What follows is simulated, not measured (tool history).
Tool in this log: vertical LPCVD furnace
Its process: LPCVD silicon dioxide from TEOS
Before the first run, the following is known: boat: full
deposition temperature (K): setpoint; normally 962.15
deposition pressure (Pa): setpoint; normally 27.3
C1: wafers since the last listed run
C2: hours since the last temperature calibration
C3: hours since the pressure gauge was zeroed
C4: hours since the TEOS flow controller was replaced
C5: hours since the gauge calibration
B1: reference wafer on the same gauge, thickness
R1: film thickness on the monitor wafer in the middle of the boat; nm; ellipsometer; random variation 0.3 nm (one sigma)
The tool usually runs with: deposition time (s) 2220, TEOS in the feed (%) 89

Run 1, hour 0: usual settings; C1 0; C2 1271.6; C3 3823; C4 6567.6; C5 14.6; B1 182.14. Result: R1 220.31 nm.
Run 2, hour 14.2: usual settings; C1 167; C2 1285.8; C3 3837.2; C4 6581.8; C5 28.8; B1 181.95. Result: R1 220.65 nm.
Run 3, hour 24.2: usual settings but deposition time (s) 2580; C1 118; C2 1295.8; C3 3847.2; C4 6591.8; C5 38.8; B1 182.06. Result: R1 255.88 nm.
At hour 58.3: TEOS flow controller replaced.
At hour 73.2: pressure gauge zeroed.
Run 4, hour 73.7: usual settings but deposition time (s) 2580; C1 125; C2 1345.3; C3 0.5; C4 15.4; C5 88.3; B1 182.11. Result: R1 256.06 nm.
Run 5, hour 77.8: usual settings but deposition pressure (Pa) 32; C1 48; C2 1349.4; C3 4.6; C4 19.5; C5 92.4; B1 182.08. Result: R1 238.23 nm.
Run 6, hour 81.9: usual settings but deposition pressure (Pa) 32; C1 48; C2 1353.5; C3 8.7; C4 23.6; C5 96.5; B1 182.07. Result: R1 238.08 nm.
Run 7, hour 85.9: usual settings but deposition pressure (Pa) 32; C1 47; C2 1357.5; C3 12.7; C4 27.6; C5 100.5; B1 182.15. Result: R1 238.86 nm.
Run 8, hour 92.2: usual settings but deposition temperature (K) 952.15, deposition pressure (Pa) 30.7, deposition time (s) 1650, TEOS in the feed (%) 97; C1 74; C2 1363.8; C3 19; C4 33.9; C5 106.8; B1 181.94. Result: R1 142.92 nm.
At hour 124.4: thermocouples replaced and temperature profile calibrated.
Run 9, hour 124.9: usual settings; C1 102; C2 0.5; C3 51.7; C4 66.6; C5 139.5; B1 182.01. Result: R1 199.86 nm.
Run 10, hour 128.9: usual settings but deposition temperature (K) 971.15, deposition pressure (Pa) 20.7, deposition time (s) 2700; C1 47; C2 4.5; C3 55.7; C4 70.6; C5 143.5; B1 182.1. Result: R1 261.19 nm.
Run 11, hour 134: usual settings; C1 60; C2 9.6; C3 60.8; C4 75.7; C5 148.6; B1 181.99. Result: R1 199.73 nm.
At hour 135.5: gauge calibrated.
Run 12, hour 146.3: usual settings but deposition pressure (Pa) 21.3; C1 145; C2 21.9; C3 73.1; C4 88; C5 10.8; B1 181.94. Result: R1 177.2 nm.
Run 13, hour 155.5: usual settings but deposition temperature (K) 950.15, deposition time (s) 1680; C1 108; C2 31.1; C3 82.3; C4 97.2; C5 20; B1 182.09. Result: R1 113.72 nm.
Run 14, hour 172.9: usual settings but deposition temperature (K) 952.15, deposition pressure (Pa) 20.7, deposition time (s) 2610, TEOS in the feed (%) 97; C1 205; C2 48.5; C3 99.7; C4 114.6; C5 37.4; B1 182. Result: R1 169.03 nm.

Forecast each of these 4 alternatives for the next run:
Run A, hour 177.1: usual settings; C1 49; C2 52.7; C3 103.9; C4 118.8; C5 41.6; B1 ?. Result: R1 ?.
Run B, hour 177.1: usual settings but TEOS in the feed (%) 97; C1 49; C2 52.7; C3 103.9; C4 118.8; C5 41.6; B1 ?. Result: R1 ?.
Run C, hour 177.1: usual settings but deposition temperature (K) 966.15; C1 49; C2 52.7; C3 103.9; C4 118.8; C5 41.6; B1 ?. Result: R1 ?.
Run D, hour 177.1: usual settings but deposition time (s) 2550, TEOS in the feed (%) 97; C1 49; C2 52.7; C3 103.9; C4 118.8; C5 41.6; B1 ?. Result: R1 ?.

run      B1      R1
  A  181.94  201.17
  B  181.94  210.02
  C  181.94  221.16
  D  181.94  241.24
Take away the tool's hidden state, keep each run's random variation, and the runs would have read:
run      R1
  A  198.96
  B  207.71
  C  218.74
  D  238.59

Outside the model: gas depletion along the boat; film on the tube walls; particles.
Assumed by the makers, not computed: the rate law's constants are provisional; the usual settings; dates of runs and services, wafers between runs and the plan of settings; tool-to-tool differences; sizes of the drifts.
